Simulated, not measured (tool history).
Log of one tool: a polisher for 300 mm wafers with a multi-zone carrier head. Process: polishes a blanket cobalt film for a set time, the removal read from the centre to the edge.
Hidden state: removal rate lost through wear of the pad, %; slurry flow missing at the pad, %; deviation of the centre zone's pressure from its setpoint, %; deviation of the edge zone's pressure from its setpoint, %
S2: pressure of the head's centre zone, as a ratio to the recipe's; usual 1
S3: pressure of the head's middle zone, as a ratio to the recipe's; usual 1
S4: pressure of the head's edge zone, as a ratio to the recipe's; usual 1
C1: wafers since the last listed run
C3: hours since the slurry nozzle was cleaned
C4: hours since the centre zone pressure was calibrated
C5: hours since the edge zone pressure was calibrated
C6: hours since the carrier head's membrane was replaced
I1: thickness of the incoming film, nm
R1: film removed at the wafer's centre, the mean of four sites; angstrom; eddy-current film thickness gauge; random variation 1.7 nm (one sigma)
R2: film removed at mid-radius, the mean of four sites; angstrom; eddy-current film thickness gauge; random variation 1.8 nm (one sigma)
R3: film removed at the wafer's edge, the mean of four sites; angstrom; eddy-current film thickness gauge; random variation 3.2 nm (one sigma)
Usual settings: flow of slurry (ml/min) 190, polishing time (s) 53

run 1 hour=0 | flow_of_slurry_(ml/min)=190 S2=1 S3=1 S4=1 polishing_time_(s)=53 | C1=0 wafers_polished_on_this_pad=904 C3=601.9 C4=456.5 C5=1161 C6=1472.8 | I1=1216.4 | R1=2108 R2=2049 R3=2099
-- hour=17.9 worn pad replaced by a new one
run 2 hour=18.4 | flow_of_slurry_(ml/min)=190 S2=1 S3=1 S4=1 polishing_time_(s)=53 | C1=190 wafers_polished_on_this_pad=6 C3=620.3 C4=474.9 C5=1179.4 C6=1491.2 | I1=1187 | R1=2107 R2=2058 R3=2114
run 3 hour=26.6 | flow_of_slurry_(ml/min)=190 S2=1 S3=1 S4=1 polishing_time_(s)=53 | C1=108 wafers_polished_on_this_pad=115 C3=628.5 C4=483.1 C5=1187.6 C6=1499.4 | I1=1196 | R1=2102 R2=2050 R3=2147
run 4 hour=43.6 | flow_of_slurry_(ml/min)=190 S2=1 S3=1 S4=1 polishing_time_(s)=53 | C1=225 wafers_polished_on_this_pad=340 C3=645.5 C4=500.1 C5=1204.6 C6=1516.4 | I1=1209.6 | R1=2092 R2=2037 R3=2157
run 5 hour=51.8 | flow_of_slurry_(ml/min)=215 S2=1 S3=1 S4=1 polishing_time_(s)=53 | C1=108 wafers_polished_on_this_pad=449 C3=653.7 C4=508.3 C5=1212.8 C6=1524.6 | I1=1220.6 | R1=2182 R2=2128 R3=2167
run 6 hour=65.3 | flow_of_slurry_(ml/min)=215 S2=1 S3=1 S4=1 polishing_time_(s)=53 | C1=178 wafers_polished_on_this_pad=628 C3=667.2 C4=521.8 C5=1226.3 C6=1538.1 | I1=1203.3 | R1=2154 R2=2115 R3=2184
-- hour=73.9 centre zone pressure recalibrated
run 7 hour=78.8 | flow_of_slurry_(ml/min)=215 S2=1 S3=1 S4=1 polishing_time_(s)=53 | C1=152 wafers_polished_on_this_pad=780 C3=680.7 C4=4.9 C5=1239.8 C6=1551.6 | I1=1215.5 | R1=2141 R2=2108 R3=2188
run 8 hour=85.6 | flow_of_slurry_(ml/min)=190 S2=1 S3=1 S4=1 polishing_time_(s)=47 | C1=90 wafers_polished_on_this_pad=871 C3=687.5 C4=11.7 C5=1246.6 C6=1558.4 | I1=1220.5 | R1=1858 R2=1836 R3=1881
-- hour=100.5 worn pad replaced by a new one
run 9 hour=101 | flow_of_slurry_(ml/min)=190 S2=0.95 S3=1 S4=1 polishing_time_(s)=35 | C1=151 wafers_polished_on_this_pad=6 C3=702.9 C4=27.1 C5=1262 C6=1573.8 | I1=1226 | R1=1339 R2=1359 R3=1364
run 10 hour=111.1 | flow_of_slurry_(ml/min)=190 S2=1 S3=1.04 S4=0.96 polishing_time_(s)=53 | C1=133 wafers_polished_on_this_pad=140 C3=713 C4=37.2 C5=1272.1 C6=1583.9 | I1=1205.8 | R1=2112 R2=2107 R3=2134
-- hour=114.7 edge zone pressure recalibrated
run 11 hour=122.2 | flow_of_slurry_(ml/min)=190 S2=1 S3=1 S4=1 polishing_time_(s)=53 | C1=120 wafers_polished_on_this_pad=260 C3=724.1 C4=48.3 C5=7.5 C6=1595 | I1=1223.2 | R1=2106 R2=2103 R3=2158
run 12 hour=129.3 | flow_of_slurry_(ml/min)=190 S2=1 S3=0.92 S4=1.05 polishing_time_(s)=53 | C1=94 wafers_polished_on_this_pad=354 C3=731.2 C4=55.4 C5=14.6 C6=1602.1 | I1=1224.3 | R1=2098 R2=1925 R3=2206
run 13 hour=141.2 | flow_of_slurry_(ml/min)=155 S2=1 S3=0.94 S4=1 polishing_time_(s)=53 | C1=157 wafers_polished_on_this_pad=512 C3=743.1 C4=67.3 C5=26.5 C6=1614 | I1=1199.5 | R1=2021 R2=1887 R3=2090
run 14 hour=147.4 | flow_of_slurry_(ml/min)=190 S2=1 S3=1 S4=1 polishing_time_(s)=53 | C1=82 wafers_polished_on_this_pad=594 C3=749.3 C4=73.5 C5=32.7 C6=1620.2 | I1=1194.9 | R1=2117 R2=2081 R3=2131
run 15 hour=165.3 | flow_of_slurry_(ml/min)=190 S2=1 S3=1 S4=1 polishing_time_(s)=35 | C1=237 wafers_polished_on_this_pad=832 C3=767.2 C4=91.4 C5=50.6 C6=1638.1 | I1=1223.8 | R1=1396 R2=1371 R3=1409
-- hour=169.7 slurry nozzle cleaned
-- hour=175.5 worn pad replaced by a new one
-- hour=203.4 carrier head's membrane replaced by a new one
run 16 hour=215.7 | flow_of_slurry_(ml/min)=190 S2=1 S3=0.97 S4=1 polishing_time_(s)=53 | C1=535 wafers_polished_on_this_pad=466 C3=46 C4=141.8 C5=101 C6=12.3 | I1=1221.6 | R1=2128 R2=2005 R3=2134

The next listed run, before its measurement:
run 17 hour=224.5 | flow_of_slurry_(ml/min)=190 S2=1 S3=1 S4=1.11 polishing_time_(s)=53 | C1=116 wafers_polished_on_this_pad=583 C3=54.8 C4=150.6 C5=109.8 C6=21.1 | I1=1202.6 | R1=? R2=? R3=?

Run 17 gave R1 2112 angstrom, R2 2046 angstrom, R3 2264 angstrom.
Without the tool's hidden state the same run would have given R1 2112 angstrom, R2 2046 angstrom, R3 2264 angstrom.

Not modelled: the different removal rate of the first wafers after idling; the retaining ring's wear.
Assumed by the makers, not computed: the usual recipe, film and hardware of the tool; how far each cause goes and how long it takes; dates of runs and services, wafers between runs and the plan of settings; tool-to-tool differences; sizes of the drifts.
